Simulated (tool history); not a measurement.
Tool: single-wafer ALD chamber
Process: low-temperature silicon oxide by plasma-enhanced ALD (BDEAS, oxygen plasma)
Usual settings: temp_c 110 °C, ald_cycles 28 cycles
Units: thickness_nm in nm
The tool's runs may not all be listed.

run    hour  temp_c  ald_cycles  read-back reference wafer on the same gauge, thickness_nm  thickness_nm
  1       0     110          28                                                       4.04         4.023
  2    31.3     110          28                                                      4.038         4.011
  3    70.9     110          28                                                      4.038         4.006
  4   138.9     110          32                                                      4.041         4.606
        162  -- gauge calibrated
  5   170.3     110          32                                                      4.038         4.589
  6     201     105          30                                                       4.04         4.355
  7   230.5     105          30                                                      4.041         4.345
  8   262.3     110          28                                                      4.037         4.026
  9   333.1     110          28                                                      4.044         4.024
 10   390.6     110          28                                                      4.041         4.036
 11     424     110          28                                                      4.042         4.034
 12     455     110          28                                                      4.043         4.022
 13   510.7     113          28                                                       4.04         4.004
 14   564.6     113          28                                                      4.038         3.997
 15   598.1     113          28                                                      4.038         3.989
 16   627.7     110          28                                                       4.04         4.024
 17   675.6     110          28                                                      4.042         4.016
 18   736.8     110          28                                                      4.039         4.002
 19   801.5      99          32                                                      4.039         4.688
 20   861.8     110          28                                                       4.04         4.001
 21   928.5     114          25                                                      4.042         3.543
 22   983.4     119          30                                                      4.042         4.211
 23  1007.4     110          28                                                      4.038         3.984
     1068.9  -- thermocouple changed; heater temperature recalibrated
 24  1069.4      96          30                                                      4.042         4.601
 25  1099.9     121          32                                                      4.039         4.582
 26  1136.1     110          28                                                      4.038         4.102
 27  1208.1      98          24                                                      4.036         3.668
 28  1251.3     110          30                                                      4.037         4.381
     1308.5  -- gauge calibrated
 29  1309.7     121          26                                                      4.042         3.712
 30  1373.1      97          23                                                      4.038         3.515
     1420.4  -- thermocouple changed; heater temperature recalibrated, repeated, since the last time left the tool worse
 31  1425.9     110          28                                                      4.037         4.037
 32  1472.3     110          31                                                      4.036         4.481
 33  1532.2     110          28                                                      4.039         4.036
 34  1593.8     110          28                                                      4.037         4.029
 35    1648     110          28                                                       4.04         4.024
 36  1685.3     110          28                                                      4.043         4.023

What the log doesn't show, run by run:
gauge reads high (%): 0 in every run
H1: wafer temperature above the value expected at the setpoint (K)
run     H1
  1   1.82
  2   1.89
  3   1.98
  4   2.14
  5   2.22
  6    2.3
  7   2.37
  8   2.45
  9   2.65
 10   2.81
 11    2.9
 12      3
 13   3.16
 14   3.33
 15   3.44
 16   3.54
 17    3.7
 18   3.91
 19   4.13
 20   4.35
 21   4.61
 22   4.82
 23   4.91
 24   -7.8
 25   -7.8
 26   -7.8
 27  -7.78
 28  -7.77
 29  -7.75
 30  -7.72
 31  0.454
 32  0.456
 33  0.465
 34   0.48
 35    0.5
 36  0.516
